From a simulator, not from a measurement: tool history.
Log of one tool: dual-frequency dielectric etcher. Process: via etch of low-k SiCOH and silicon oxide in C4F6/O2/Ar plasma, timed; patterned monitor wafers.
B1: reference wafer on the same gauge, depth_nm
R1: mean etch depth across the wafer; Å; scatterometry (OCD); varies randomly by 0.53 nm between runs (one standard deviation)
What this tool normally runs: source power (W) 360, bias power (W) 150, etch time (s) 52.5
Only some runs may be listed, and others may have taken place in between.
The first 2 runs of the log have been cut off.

run 3 hour=18.9 | source_power_(W)=360 bias_power_(W)=130 etch_time_(s)=52.5 | B1=147 | R1=1285
run 4 hour=25.6 | source_power_(W)=360 bias_power_(W)=178 etch_time_(s)=52.5 | B1=147 | R1=1414
run 5 hour=37.5 | source_power_(W)=360 bias_power_(W)=178 etch_time_(s)=52.5 | B1=147 | R1=1403
run 6 hour=46.7 | source_power_(W)=360 bias_power_(W)=150 etch_time_(s)=52.5 | B1=147.1 | R1=1341
run 7 hour=54.4 | source_power_(W)=360 bias_power_(W)=138 etch_time_(s)=52.5 | B1=147 | R1=1304
run 8 hour=63.2 | source_power_(W)=360 bias_power_(W)=138 etch_time_(s)=52.5 | B1=146.9 | R1=1297
run 9 hour=73.2 | source_power_(W)=360 bias_power_(W)=150 etch_time_(s)=48 | B1=146.9 | R1=1225
run 10 hour=84 | source_power_(W)=320 bias_power_(W)=150 etch_time_(s)=40 | B1=147.1 | R1=968
run 11 hour=97 | source_power_(W)=320 bias_power_(W)=150 etch_time_(s)=40 | B1=146.9 | R1=963
run 12 hour=114.4 | source_power_(W)=320 bias_power_(W)=150 etch_time_(s)=40 | B1=147 | R1=968
run 13 hour=130.9 | source_power_(W)=360 bias_power_(W)=174 etch_time_(s)=52.5 | B1=147.1 | R1=1393
-- hour=164.4 upper electrode replaced
run 14 hour=164.9 | source_power_(W)=300 bias_power_(W)=138 etch_time_(s)=58.5 | B1=147 | R1=1329
run 15 hour=165.2 | source_power_(W)=410 bias_power_(W)=150 etch_time_(s)=52.5 | B1=147 | R1=1390
run 16 hour=165.5 | source_power_(W)=290 bias_power_(W)=126 etch_time_(s)=52.5 | B1=147 | R1=1148
-- hour=179.6 source power generator calibrated
run 17 hour=180.1 | source_power_(W)=430 bias_power_(W)=171 etch_time_(s)=39 | B1=146.9 | R1=1097
-- hour=208.9 gauge calibrated
run 18 hour=222.8 | source_power_(W)=280 bias_power_(W)=114 etch_time_(s)=37.5 | B1=147 | R1=777
run 19 hour=233.9 | source_power_(W)=420 bias_power_(W)=150 etch_time_(s)=52.5 | B1=146.9 | R1=1403
run 20 hour=246.6 | source_power_(W)=310 bias_power_(W)=150 etch_time_(s)=52.5 | B1=147 | R1=1228
run 21 hour=256 | source_power_(W)=360 bias_power_(W)=129 etch_time_(s)=52.5 | B1=147 | R1=1258
-- hour=263.8 bias power generator calibrated
run 22 hour=270.6 | source_power_(W)=360 bias_power_(W)=150 etch_time_(s)=52.5 | B1=146.9 | R1=1312
-- hour=295.5 wet clean of the chamber
run 23 hour=296 | source_power_(W)=440 bias_power_(W)=150 etch_time_(s)=60 | B1=147 | R1=1699
run 24 hour=298.7 | source_power_(W)=360 bias_power_(W)=150 etch_time_(s)=52.5 | B1=147.2 | R1=1370
run 25 hour=314.6 | source_power_(W)=270 bias_power_(W)=150 etch_time_(s)=52.5 | B1=147 | R1=1192
run 26 hour=327.8 | source_power_(W)=360 bias_power_(W)=178 etch_time_(s)=52.5 | B1=147 | R1=1426
run 27 hour=338.1 | source_power_(W)=310 bias_power_(W)=150 etch_time_(s)=57.5 | B1=147.1 | R1=1392

What does the tool deliver on the next run?
run 28 hour=353.2 | source_power_(W)=420 bias_power_(W)=181 etch_time_(s)=62 | B1=? | R1=?

B1: 147.1
R1: 1808 Å
Without the tool's hidden state the same run would have given R1 1816 Å.
